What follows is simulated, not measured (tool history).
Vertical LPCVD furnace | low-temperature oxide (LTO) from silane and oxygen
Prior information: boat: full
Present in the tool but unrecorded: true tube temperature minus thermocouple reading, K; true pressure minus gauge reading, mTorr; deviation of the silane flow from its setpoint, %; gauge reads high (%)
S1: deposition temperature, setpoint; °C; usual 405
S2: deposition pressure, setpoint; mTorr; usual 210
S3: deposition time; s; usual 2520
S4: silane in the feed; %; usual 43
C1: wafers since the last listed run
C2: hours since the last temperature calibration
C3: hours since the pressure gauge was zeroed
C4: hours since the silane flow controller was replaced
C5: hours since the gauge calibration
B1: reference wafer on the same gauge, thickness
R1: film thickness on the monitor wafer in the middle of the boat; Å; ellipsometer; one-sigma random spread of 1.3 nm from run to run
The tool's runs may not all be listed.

run	day	S1	S2	S3	S4	C1	C2	C3	C4	C5	B1	R1
1	0.000	400	180	2520	43	0	1874.2	2173.0	3273.4	192.1	390.15	3595.2
2	2.896	400	180	2520	43	939	1943.7	2242.5	3342.9	261.6	390.05	3601.5
3	4.538	400	180	2520	43	532	1983.1	2281.9	3382.3	301.0	389.90	3628.9
4	6.592	405	210	2520	43	666	2032.4	2331.2	3431.6	350.3	389.85	4415.9
5	9.375	405	185	2520	43	903	2099.2	2398.0	3498.4	417.1	390.39	3933.6
# day 12.146: thermocouples replaced and temperature profile calibrated
6	12.167	405	185	2520	43	581	0.5	2465.0	3565.4	484.1	390.03	3800.8
7	13.721	405	185	2520	43	504	37.8	2502.3	3602.7	521.4	390.20	3835.3
# day 13.879: gauge calibrated
8	15.588	405	245	2520	48	605	82.6	2547.1	3647.5	41.0	389.88	5569.8
9	17.033	405	245	2520	48	469	117.3	2581.8	3682.2	75.7	390.06	5606.7
10	19.154	405	245	2520	48	688	168.2	2632.7	3733.1	126.6	389.89	5599.1
11	20.375	399	190	2520	43	396	197.5	2662.0	3762.4	155.9	389.90	3698.8
# day 23.333: silane flow controller replaced
12	23.354	405	195	2520	43	642	269.0	2733.5	0.5	227.4	390.21	4027.0
# day 26.333: pressure gauge zeroed
13	26.354	398	210	2520	35	649	341.0	0.5	72.5	299.4	390.15	2993.9
14	27.633	396	245	2520	43	415	371.7	31.2	103.2	330.1	389.74	4425.3
15	29.554	405	180	2520	43	623	417.8	77.3	149.3	376.2	390.33	3566.1
16	31.862	415	210	2520	36	749	473.2	132.7	204.7	431.6	390.22	3763.4
17	34.108	397	250	3060	47	728	527.1	186.6	258.6	485.5	390.11	6050.4
18	35.825	405	240	2520	43	557	568.3	227.8	299.8	526.7	389.99	4771.9
19	37.508	405	210	2520	43	546	608.7	268.2	340.2	567.1	390.00	4145.0
20	39.438	405	210	2520	43	626	655.0	314.5	386.5	613.4	390.04	4164.2

Entry by entry between the runs, the difference in hidden state between the last listed run before and the first listed run after:
In the gap between runs 5 and 6: thermocouples replaced and temperature profile calibrated (day 12.146)
  true tube temperature minus thermocouple reading, K: 3.29 -> 0.0579; true pressure minus gauge reading, mTorr: 7.01 -> 7.24
  measured minus no-state result, R1: +272.2 -> +145.4 Å
In the gap between runs 7 and 8: gauge calibrated (day 13.879)
  true tube temperature minus thermocouple reading, K: 0.059 -> 0.063; true pressure minus gauge reading, mTorr: 7.38 -> 7.53
  measured minus no-state result, R1: +149.3 -> +169.6 Å
In the gap between runs 11 and 12: silane flow controller replaced (day 23.333)
  true tube temperature minus thermocouple reading, K: 0.0869 -> 0.112; true pressure minus gauge reading, mTorr: 7.94 -> 8.19
  measured minus no-state result, R1: +151.7 -> +166.9 Å
In the gap between runs 12 and 13: pressure gauge zeroed (day 26.333)
  true tube temperature minus thermocouple reading, K: 0.112 -> 0.144; true pressure minus gauge reading, mTorr: 8.19 -> -1.29
  measured minus no-state result, R1: +166.9 -> -13.5 Å
